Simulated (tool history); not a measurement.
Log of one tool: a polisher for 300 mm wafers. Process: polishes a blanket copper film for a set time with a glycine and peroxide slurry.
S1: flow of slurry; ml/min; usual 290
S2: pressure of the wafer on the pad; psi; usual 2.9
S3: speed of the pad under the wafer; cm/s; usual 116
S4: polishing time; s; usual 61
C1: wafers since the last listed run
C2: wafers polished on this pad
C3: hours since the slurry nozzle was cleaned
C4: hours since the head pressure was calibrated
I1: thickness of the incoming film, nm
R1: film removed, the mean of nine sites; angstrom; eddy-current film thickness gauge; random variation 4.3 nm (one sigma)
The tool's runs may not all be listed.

| run | hour | S1 | S2 | S3 | S4 | C1 | C2 | C3 | C4 | I1 | R1 |
|---|---|---|---|---|---|---|---|---|---|---|---|
| 1 | 0 | 290 | 3.3 | 128 | 61 | 0 | 621 | 247.2 | 806.4 | 1123.1 | 4592 |
| 2 | 106.2 | 290 | 3.3 | 128 | 61 | 717 | 1338 | 353.4 | 912.6 | 1128.5 | 4599 |
|  | 163.4 | head pressure recalibrated |
| 3 | 180.2 | 290 | 3.3 | 128 | 61 | 486 | 1825 | 427.4 | 16.8 | 1133.4 | 4569 |
|  | 202.1 | slurry nozzle cleaned |
|  | 228.8 | worn pad replaced by a new one |
| 4 | 288 | 290 | 2.9 | 116 | 61 | 694 | 399 | 85.9 | 124.6 | 1133.6 | 3806 |
| 5 | 472.7 | 290 | 2.9 | 116 | 61 | 1247 | 1647 | 270.6 | 309.3 | 1117.1 | 3812 |
|  | 562 | worn pad replaced by a new one |
| 6 | 568.5 | 290 | 2.9 | 116 | 54 | 619 | 43 | 366.4 | 405.1 | 1119.1 | 3408 |
| 7 | 608.2 | 215 | 2.9 | 146 | 61 | 268 | 311 | 406.1 | 444.8 | 1126.4 | 4414 |
|  | 615.4 | slurry nozzle cleaned |
| 8 | 685.8 | 290 | 2.9 | 116 | 61 | 517 | 829 | 70.4 | 522.4 | 1134.7 | 3849 |
| 9 | 727.4 | 290 | 2.9 | 116 | 61 | 280 | 1110 | 112 | 564 | 1117.4 | 3925 |
| 10 | 806.3 | 290 | 2.9 | 116 | 61 | 532 | 1643 | 190.9 | 642.9 | 1122 | 3862 |
|  | 858.4 | worn pad replaced by a new one |
| 11 | 906.2 | 195 | 3.7 | 154 | 61 | 647 | 323 | 290.8 | 742.8 | 1119.9 | 5473 |
| 12 | 1012.4 | 290 | 2.9 | 116 | 61 | 717 | 1040 | 397 | 849 | 1109.1 | 3841 |
|  | 1036.1 | slurry nozzle cleaned |
|  | 1102.3 | head pressure recalibrated |
| 13 | 1115 | 220 | 3.2 | 116 | 61 | 672 | 1713 | 78.9 | 12.7 | 1100.3 | 4013 |
|  | 1163.1 | worn pad replaced by a new one |
| 14 | 1221.2 | 290 | 2.9 | 150 | 53 | 690 | 392 | 185.1 | 118.9 | 1107.6 | 4238 |
| 15 | 1268.8 | 290 | 2.9 | 116 | 50 | 321 | 713 | 232.7 | 166.5 | 1127.7 | 3170 |
| 16 | 1360.4 | 290 | 2.9 | 116 | 61 | 618 | 1332 | 324.3 | 258.1 | 1118.3 | 3798 |
| 17 | 1428.8 | 210 | 2.4 | 102 | 44 | 461 | 1794 | 392.7 | 326.5 | 1106.5 | 2136 |
|  | 1451.6 | slurry nozzle cleaned |
|  | 1504.7 | worn pad replaced by a new one |
| 18 | 1505.2 | 290 | 2.9 | 84 | 61 | 482 | 3 | 53.6 | 402.9 | 1130.6 | 2945 |
| 19 | 1604.1 | 200 | 3.3 | 116 | 61 | 667 | 671 | 152.5 | 501.8 | 1111.4 | 3985 |

What the log doesn't show, run by run:
removal rate lost through wear of the pad, %: 0 in every run
slurry flow missing at the pad, %: 0 in every run
deviation of the head's pressure from its setpoint, %: 0 in every run
